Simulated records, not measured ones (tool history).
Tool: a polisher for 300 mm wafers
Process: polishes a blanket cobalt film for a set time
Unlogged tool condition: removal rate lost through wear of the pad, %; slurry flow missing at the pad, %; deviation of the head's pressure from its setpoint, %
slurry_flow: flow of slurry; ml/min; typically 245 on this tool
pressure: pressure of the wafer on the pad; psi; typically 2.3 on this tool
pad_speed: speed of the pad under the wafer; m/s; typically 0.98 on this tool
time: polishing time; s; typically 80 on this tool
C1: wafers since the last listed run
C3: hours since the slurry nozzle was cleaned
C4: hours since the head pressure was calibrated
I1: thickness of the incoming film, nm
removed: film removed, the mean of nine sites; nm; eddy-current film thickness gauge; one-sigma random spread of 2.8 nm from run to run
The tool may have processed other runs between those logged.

run 1 hour=0.0 | slurry_flow=245 pressure=1.8 pad_speed=0.98 time=59 | C1=0 wafers_polished_on_this_pad=764 C3=105.9 C4=227.0 | I1=1531.6 | removed=225.2
run 2 hour=16.0 | slurry_flow=245 pressure=2.3 pad_speed=0.98 time=80 | C1=198 wafers_polished_on_this_pad=963 C3=121.9 C4=243.0 | I1=1556.5 | removed=393.3
run 3 hour=31.1 | slurry_flow=245 pressure=2.3 pad_speed=0.98 time=80 | C1=187 wafers_polished_on_this_pad=1150 C3=137.0 C4=258.1 | I1=1556.6 | removed=388.4
run 4 hour=46.3 | slurry_flow=245 pressure=2.3 pad_speed=0.98 time=80 | C1=188 wafers_polished_on_this_pad=1339 C3=152.2 C4=273.3 | I1=1560.0 | removed=387.8
run 5 hour=57.6 | slurry_flow=245 pressure=2.3 pad_speed=0.98 time=80 | C1=140 wafers_polished_on_this_pad=1479 C3=163.5 C4=284.6 | I1=1542.6 | removed=389.5
-- hour=68.6 worn pad replaced by a new one
run 6 hour=71.9 | slurry_flow=245 pressure=2.3 pad_speed=0.98 time=80 | C1=127 wafers_polished_on_this_pad=41 C3=177.8 C4=298.9 | I1=1538.7 | removed=392.9
run 7 hour=88.8 | slurry_flow=245 pressure=2.3 pad_speed=1.22 time=80 | C1=209 wafers_polished_on_this_pad=250 C3=194.7 C4=315.8 | I1=1539.1 | removed=475.8
run 8 hour=97.6 | slurry_flow=245 pressure=2.3 pad_speed=1.22 time=80 | C1=109 wafers_polished_on_this_pad=360 C3=203.5 C4=324.6 | I1=1533.7 | removed=474.4
run 9 hour=112.9 | slurry_flow=245 pressure=2.3 pad_speed=0.98 time=80 | C1=189 wafers_polished_on_this_pad=550 C3=218.8 C4=339.9 | I1=1523.9 | removed=390.0
run 10 hour=120.3 | slurry_flow=245 pressure=2.3 pad_speed=0.98 time=80 | C1=91 wafers_polished_on_this_pad=641 C3=226.2 C4=347.3 | I1=1554.1 | removed=391.3
run 11 hour=131.1 | slurry_flow=245 pressure=2.3 pad_speed=0.98 time=80 | C1=134 wafers_polished_on_this_pad=775 C3=237.0 C4=358.1 | I1=1554.4 | removed=393.6
run 12 hour=140.7 | slurry_flow=245 pressure=2.3 pad_speed=0.98 time=80 | C1=119 wafers_polished_on_this_pad=895 C3=246.6 C4=367.7 | I1=1542.1 | removed=386.0
run 13 hour=158.4 | slurry_flow=245 pressure=2.3 pad_speed=0.98 time=80 | C1=219 wafers_polished_on_this_pad=1114 C3=264.3 C4=385.4 | I1=1548.6 | removed=387.0
run 14 hour=165.6 | slurry_flow=245 pressure=2.3 pad_speed=0.98 time=80 | C1=89 wafers_polished_on_this_pad=1204 C3=271.5 C4=392.6 | I1=1524.7 | removed=389.0
-- hour=173.1 worn pad replaced by a new one
run 15 hour=182.1 | slurry_flow=245 pressure=2.3 pad_speed=0.98 time=80 | C1=155 wafers_polished_on_this_pad=111 C3=288.0 C4=409.1 | I1=1532.9 | removed=392.0
run 16 hour=193.1 | slurry_flow=245 pressure=2.3 pad_speed=0.98 time=80 | C1=136 wafers_polished_on_this_pad=247 C3=299.0 C4=420.1 | I1=1562.5 | removed=388.3
-- hour=198.7 head pressure recalibrated
run 17 hour=208.0 | slurry_flow=265 pressure=2.8 pad_speed=0.98 time=80 | C1=160 wafers_polished_on_this_pad=407 C3=313.9 C4=9.3 | I1=1512.8 | removed=479.8
run 18 hour=223.0 | slurry_flow=245 pressure=2.3 pad_speed=0.98 time=80 | C1=186 wafers_polished_on_this_pad=594 C3=328.9 C4=24.3 | I1=1524.5 | removed=388.1
run 19 hour=230.6 | slurry_flow=245 pressure=2.3 pad_speed=0.98 time=72 | C1=94 wafers_polished_on_this_pad=688 C3=336.5 C4=31.9 | I1=1559.7 | removed=355.2
run 20 hour=243.0 | slurry_flow=245 pressure=2.3 pad_speed=0.74 time=80 | C1=153 wafers_polished_on_this_pad=842 C3=348.9 C4=44.3 | I1=1561.6 | removed=306.3
run 21 hour=260.5 | slurry_flow=305 pressure=1.6 pad_speed=0.64 time=71 | C1=217 wafers_polished_on_this_pad=1059 C3=366.4 C4=61.8 | I1=1534.9 | removed=170.1
run 22 hour=268.5 | slurry_flow=245 pressure=2.3 pad_speed=0.98 time=80 | C1=99 wafers_polished_on_this_pad=1158 C3=374.4 C4=69.8 | I1=1551.3 | removed=386.1
-- hour=303.3 worn pad replaced by a new one
run 23 hour=314.3 | slurry_flow=245 pressure=2.3 pad_speed=0.98 time=80 | C1=518 wafers_polished_on_this_pad=136 C3=420.2 C4=115.6 | I1=1544.0 | removed=389.9
-- hour=321.5 slurry nozzle cleaned
run 24 hour=365.6 | slurry_flow=320 pressure=2.3 pad_speed=0.98 time=105 | C1=624 wafers_polished_on_this_pad=761 C3=44.1 C4=166.9 | I1=1573.2 | removed=526.8
run 25 hour=381.1 | slurry_flow=245 pressure=1.6 pad_speed=0.98 time=80 | C1=192 wafers_polished_on_this_pad=953 C3=59.6 C4=182.4 | I1=1559.1 | removed=273.4
-- hour=426.4 worn pad replaced by a new one
run 26 hour=430.3 | slurry_flow=245 pressure=1.9 pad_speed=0.98 time=54 | C1=560 wafers_polished_on_this_pad=48 C3=108.8 C4=231.6 | I1=1541.1 | removed=216.1
run 27 hour=440.2 | slurry_flow=245 pressure=2.3 pad_speed=0.98 time=80 | C1=122 wafers_polished_on_this_pad=171 C3=118.7 C4=241.5 | I1=1518.3 | removed=389.1
run 28 hour=451.9 | slurry_flow=245 pressure=2.3 pad_speed=0.98 time=80 | C1=145 wafers_polished_on_this_pad=316 C3=130.4 C4=253.2 | I1=1525.4 | removed=395.5
run 29 hour=460.5 | slurry_flow=245 pressure=2.3 pad_speed=0.98 time=80 | C1=106 wafers_polished_on_this_pad=423 C3=139.0 C4=261.8 | I1=1554.9 | removed=395.3
run 30 hour=478.1 | slurry_flow=165 pressure=2.3 pad_speed=0.86 time=101 | C1=218 wafers_polished_on_this_pad=641 C3=156.6 C4=279.4 | I1=1532.0 | removed=430.2
run 31 hour=492.7 | slurry_flow=245 pressure=3.0 pad_speed=0.98 time=53 | C1=181 wafers_polished_on_this_pad=823 C3=171.2 C4=294.0 | I1=1543.4 | removed=338.1
run 32 hour=504.6 | slurry_flow=245 pressure=3.0 pad_speed=0.98 time=107 | C1=147 wafers_polished_on_this_pad=970 C3=183.1 C4=305.9 | I1=1564.3 | removed=681.4
run 33 hour=514.2 | slurry_flow=175 pressure=2.3 pad_speed=0.98 time=80 | C1=119 wafers_polished_on_this_pad=1089 C3=192.7 C4=315.5 | I1=1542.0 | removed=379.9
run 34 hour=525.5 | slurry_flow=245 pressure=2.3 pad_speed=0.98 time=80 | C1=140 wafers_polished_on_this_pad=1230 C3=204.0 C4=326.8 | I1=1560.0 | removed=395.9
run 35 hour=539.7 | slurry_flow=245 pressure=2.3 pad_speed=1.28 time=80 | C1=176 wafers_polished_on_this_pad=1406 C3=218.2 C4=341.0 | I1=1559.9 | removed=493.4
run 36 hour=548.4 | slurry_flow=285 pressure=2.6 pad_speed=0.98 time=80 | C1=107 wafers_polished_on_this_pad=1514 C3=226.9 C4=349.7 | I1=1548.6 | removed=449.5
-- hour=558.0 worn pad replaced by a new one
run 37 hour=558.5 | slurry_flow=200 pressure=1.7 pad_speed=1.28 time=96 | C1=75 wafers_polished_on_this_pad=6 C3=237.0 C4=359.8 | I1=1534.3 | removed=436.5
run 38 hour=566.7 | slurry_flow=315 pressure=2.3 pad_speed=0.98 time=80 | C1=101 wafers_polished_on_this_pad=107 C3=245.2 C4=368.0 | I1=1527.8 | removed=402.3

For each run, what was the tool's unlogged condition?
removal rate lost through wear of the pad, %: 0 at every run
slurry flow missing at the pad, %: 0 at every run
deviation of the head's pressure from its setpoint, %: 0 at every run

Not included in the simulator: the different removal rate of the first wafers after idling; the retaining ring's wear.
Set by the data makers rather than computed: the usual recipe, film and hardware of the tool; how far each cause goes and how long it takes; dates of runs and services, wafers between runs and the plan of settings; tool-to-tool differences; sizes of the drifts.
